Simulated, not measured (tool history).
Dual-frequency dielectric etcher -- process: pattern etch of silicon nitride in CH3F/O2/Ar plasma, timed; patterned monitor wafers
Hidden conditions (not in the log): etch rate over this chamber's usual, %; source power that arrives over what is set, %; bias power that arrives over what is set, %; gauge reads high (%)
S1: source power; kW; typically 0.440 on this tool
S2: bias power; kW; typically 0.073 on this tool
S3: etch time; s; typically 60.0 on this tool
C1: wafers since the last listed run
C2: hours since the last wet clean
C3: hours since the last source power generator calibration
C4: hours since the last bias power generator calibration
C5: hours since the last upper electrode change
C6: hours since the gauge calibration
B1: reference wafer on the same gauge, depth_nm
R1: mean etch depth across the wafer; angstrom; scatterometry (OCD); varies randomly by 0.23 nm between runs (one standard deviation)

run 1 hour=0.0 | S1=0.440 S2=0.073 S3=49.5 | C1=0 C2=213.7 C3=1219.3 C4=4947.5 C5=2178.9 C6=197.7 | B1=44.86 | R1=307.9
-- hour=2.1 gauge calibrated
run 2 hour=8.3 | S1=0.440 S2=0.073 S3=60.0 | C1=118 C2=222.0 C3=1227.6 C4=4955.8 C5=2187.2 C6=6.2 | B1=44.77 | R1=371.5
run 3 hour=18.8 | S1=0.440 S2=0.073 S3=60.0 | C1=149 C2=232.5 C3=1238.1 C4=4966.3 C5=2197.7 C6=16.7 | B1=44.72 | R1=371.2
run 4 hour=25.0 | S1=0.440 S2=0.073 S3=60.0 | C1=88 C2=238.7 C3=1244.3 C4=4972.5 C5=2203.9 C6=22.9 | B1=44.85 | R1=366.6
run 5 hour=41.5 | S1=0.440 S2=0.073 S3=60.0 | C1=234 C2=255.2 C3=1260.8 C4=4989.0 C5=2220.4 C6=39.4 | B1=44.88 | R1=368.2
run 6 hour=56.4 | S1=0.440 S2=0.073 S3=60.0 | C1=211 C2=270.1 C3=1275.7 C4=5003.9 C5=2235.3 C6=54.3 | B1=44.76 | R1=369.3
-- hour=91.1 wet clean of the chamber
-- hour=93.3 source power generator calibrated
run 7 hour=93.8 | S1=0.440 S2=0.073 S3=60.0 | C1=159 C2=2.7 C3=0.5 C4=5041.3 C5=2272.7 C6=91.7 | B1=44.84 | R1=389.6
run 8 hour=94.2 | S1=0.440 S2=0.073 S3=60.0 | C1=5 C2=3.1 C3=0.9 C4=5041.7 C5=2273.1 C6=92.1 | B1=44.82 | R1=386.7
run 9 hour=95.1 | S1=0.480 S2=0.073 S3=60.0 | C1=12 C2=4.0 C3=1.8 C4=5042.6 C5=2274.0 C6=93.0 | B1=44.84 | R1=395.9
-- hour=124.7 upper electrode replaced, of another model than before
-- hour=127.2 bias power generator calibrated
run 10 hour=127.7 | S1=0.480 S2=0.073 S3=60.0 | C1=86 C2=36.6 C3=34.4 C4=0.5 C5=3.0 C6=125.6 | B1=44.91 | R1=396.5
run 11 hour=128.1 | S1=0.510 S2=0.089 S3=74.5 | C1=5 C2=37.0 C3=34.8 C4=0.9 C5=3.4 C6=126.0 | B1=44.88 | R1=537.8
run 12 hour=128.4 | S1=0.540 S2=0.079 S3=60.0 | C1=4 C2=37.3 C3=35.1 C4=1.2 C5=3.7 C6=126.3 | B1=44.72 | R1=430.2
run 13 hour=137.9 | S1=0.440 S2=0.085 S3=64.5 | C1=135 C2=46.8 C3=44.6 C4=10.7 C5=13.2 C6=135.8 | B1=44.76 | R1=428.1
run 14 hour=151.6 | S1=0.370 S2=0.073 S3=65.5 | C1=194 C2=60.5 C3=58.3 C4=24.4 C5=26.9 C6=149.5 | B1=44.81 | R1=385.3
run 15 hour=166.8 | S1=0.440 S2=0.073 S3=60.0 | C1=216 C2=75.7 C3=73.5 C4=39.6 C5=42.1 C6=164.7 | B1=44.76 | R1=381.7
run 16 hour=180.0 | S1=0.510 S2=0.073 S3=60.0 | C1=187 C2=88.9 C3=86.7 C4=52.8 C5=55.3 C6=177.9 | B1=44.85 | R1=406.3
-- hour=186.3 gauge calibrated
run 17 hour=187.0 | S1=0.400 S2=0.058 S3=60.0 | C1=99 C2=95.9 C3=93.7 C4=59.8 C5=62.3 C6=0.7 | B1=44.82 | R1=346.2
run 18 hour=227.7 | S1=0.440 S2=0.059 S3=46.0 | C1=578 C2=136.6 C3=134.4 C4=100.5 C5=103.0 C6=41.4 | B1=44.87 | R1=279.3
run 19 hour=239.6 | S1=0.340 S2=0.057 S3=67.0 | C1=169 C2=148.5 C3=146.3 C4=112.4 C5=114.9 C6=53.3 | B1=44.80 | R1=350.7
run 20 hour=246.0 | S1=0.440 S2=0.083 S3=60.0 | C1=91 C2=154.9 C3=152.7 C4=118.8 C5=121.3 C6=59.7 | B1=44.77 | R1=382.9
run 21 hour=258.3 | S1=0.440 S2=0.073 S3=49.5 | C1=174 C2=167.2 C3=165.0 C4=131.1 C5=133.6 C6=72.0 | B1=44.86 | R1=310.4

Alternative continuations, all from the tool just after run 21; predict every row:
run A hour=258.7 | S1=0.440 S2=0.079 S3=60.0 | C1=5 C2=167.6 C3=165.4 C4=131.5 C5=134.0 C6=72.4 | B1=? | R1=?
run B hour=258.7 | S1=0.400 S2=0.073 S3=60.0 | C1=5 C2=167.6 C3=165.4 C4=131.5 C5=134.0 C6=72.4 | B1=? | R1=?
run C hour=258.7 | S1=0.340 S2=0.065 S3=48.0 | C1=5 C2=167.6 C3=165.4 C4=131.5 C5=134.0 C6=72.4 | B1=? | R1=?
run D hour=258.7 | S1=0.380 S2=0.063 S3=46.5 | C1=5 C2=167.6 C3=165.4 C4=131.5 C5=134.0 C6=72.4 | B1=? | R1=?

run=A B1=44.73 R1=382.0
run=B B1=44.73 R1=358.5
run=C B1=44.73 R1=257.7
run=D B1=44.73 R1=262.9
With no hidden state in the tool, these same runs would have given:
run=A R1=387.8
run=B R1=364.0
run=C R1=261.7
run=D R1=266.9
